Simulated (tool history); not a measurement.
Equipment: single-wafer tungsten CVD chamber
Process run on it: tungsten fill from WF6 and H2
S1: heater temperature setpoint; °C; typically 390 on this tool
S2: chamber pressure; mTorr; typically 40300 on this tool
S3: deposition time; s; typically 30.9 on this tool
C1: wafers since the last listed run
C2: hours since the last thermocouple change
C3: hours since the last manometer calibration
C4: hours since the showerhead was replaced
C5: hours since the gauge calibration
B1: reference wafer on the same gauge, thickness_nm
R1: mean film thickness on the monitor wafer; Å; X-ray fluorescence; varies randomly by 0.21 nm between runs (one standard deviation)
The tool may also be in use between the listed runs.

run,day,S1,S2,S3,C1,C2,C3,C4,C5,B1,R1
1,0.000,398,40300,30.9,0,836.2,1958.1,2543.6,299.8,96.282,1009.16
2,1.675,398,40300,30.9,873,876.4,1998.3,2583.8,340.0,96.336,1007.42
3,3.579,383,40300,30.9,992,922.1,2044.0,2629.5,385.7,96.279,762.92
4,4.908,383,40300,30.9,693,954.0,2075.9,2661.4,417.6,96.275,761.93
5,6.754,390,40300,30.9,962,998.3,2120.2,2705.7,461.9,96.282,868.20
6,7.812,390,40300,30.9,551,1023.7,2145.6,2731.1,487.3,96.322,875.05
7,10.792,390,40300,30.9,1553,1095.2,2217.1,2802.6,558.8,96.344,868.80
8,13.312,390,40300,30.9,1314,1155.7,2277.6,2863.1,619.3,96.305,869.58
9,15.771,390,40300,30.9,1281,1214.7,2336.6,2922.1,678.3,96.227,870.54
10,18.017,390,40300,30.9,1171,1268.6,2390.5,2976.0,732.2,96.330,869.02
11,19.075,390,40300,30.9,551,1294.0,2415.9,3001.4,757.6,96.269,865.43
# day 19.517: capacitance manometer re-zeroed and calibrated
12,20.450,387,37900,30.9,543,1327.0,22.4,3034.4,790.6,96.308,796.96
13,23.154,387,37900,30.9,1410,1391.9,87.3,3099.3,855.5,96.256,801.59
14,24.646,390,40300,30.9,777,1427.7,123.1,3135.1,891.3,96.270,882.71
# day 25.700: gauge calibrated
15,26.800,402,40300,27.0,1123,1479.4,174.8,3186.8,26.4,96.262,953.30
# day 28.021: thermocouple changed; heater temperature recalibrated
16,29.246,399,32900,30.9,1101,29.4,233.5,3245.5,85.1,96.306,891.82
17,31.133,375,40300,27.0,984,74.7,278.8,3290.8,130.4,96.277,577.35
# day 32.733: showerhead replaced
18,33.946,390,40300,30.9,1292,142.2,346.3,29.1,197.9,96.212,880.15
19,35.654,390,40300,30.9,890,183.2,387.3,70.1,238.9,96.321,882.32
20,37.500,382,40300,30.9,962,227.5,431.6,114.4,283.2,96.305,756.70
21,39.621,390,46500,30.9,1105,278.4,482.5,165.3,334.1,96.292,968.26
22,42.338,375,40300,30.9,1416,343.6,547.7,230.5,399.3,96.314,659.78
23,44.029,405,40300,30.9,882,384.2,588.3,271.1,439.9,96.314,1150.95
24,45.758,390,40300,30.9,901,425.7,629.8,312.6,481.4,96.311,881.45
25,47.704,375,40300,26.4,1014,472.4,676.5,359.3,528.1,96.307,560.97
26,50.146,390,37200,36.5,1273,531.0,735.1,417.9,586.7,96.322,977.50
27,52.796,390,40300,27.2,1381,594.6,798.7,481.5,650.3,96.303,773.07

Describe how what the log doesn't record of the tool's condition differs between the last listed run preceding each entry between runs and the first listed run following it.
In the gap between runs 11 and 12: capacitance manometer re-zeroed and calibrated (day 19.517)
  true pressure above the setpoint (%): -2.76 -> -0.0587
  what was measured, less what the result would be without the hidden state, R1: -17.53 -> -0.34 Å
In the gap between runs 14 and 15: gauge calibrated (day 25.700)
  true pressure above the setpoint (%): -0.183 -> -0.247
  what was measured, less what the result would be without the hidden state, R1: -1.15 -> -1.67 Å
In the gap between runs 15 and 16: thermocouple changed; heater temperature recalibrated (day 28.021)
  true pressure above the setpoint (%): -0.247 -> -0.32
  what was measured, less what the result would be without the hidden state, R1: -1.67 -> -2.09 Å
In the gap between runs 17 and 18: showerhead replaced (day 32.733)
  true pressure above the setpoint (%): -0.376 -> -0.459
  what was measured, less what the result would be without the hidden state, R1: -1.54 -> -2.87 Å
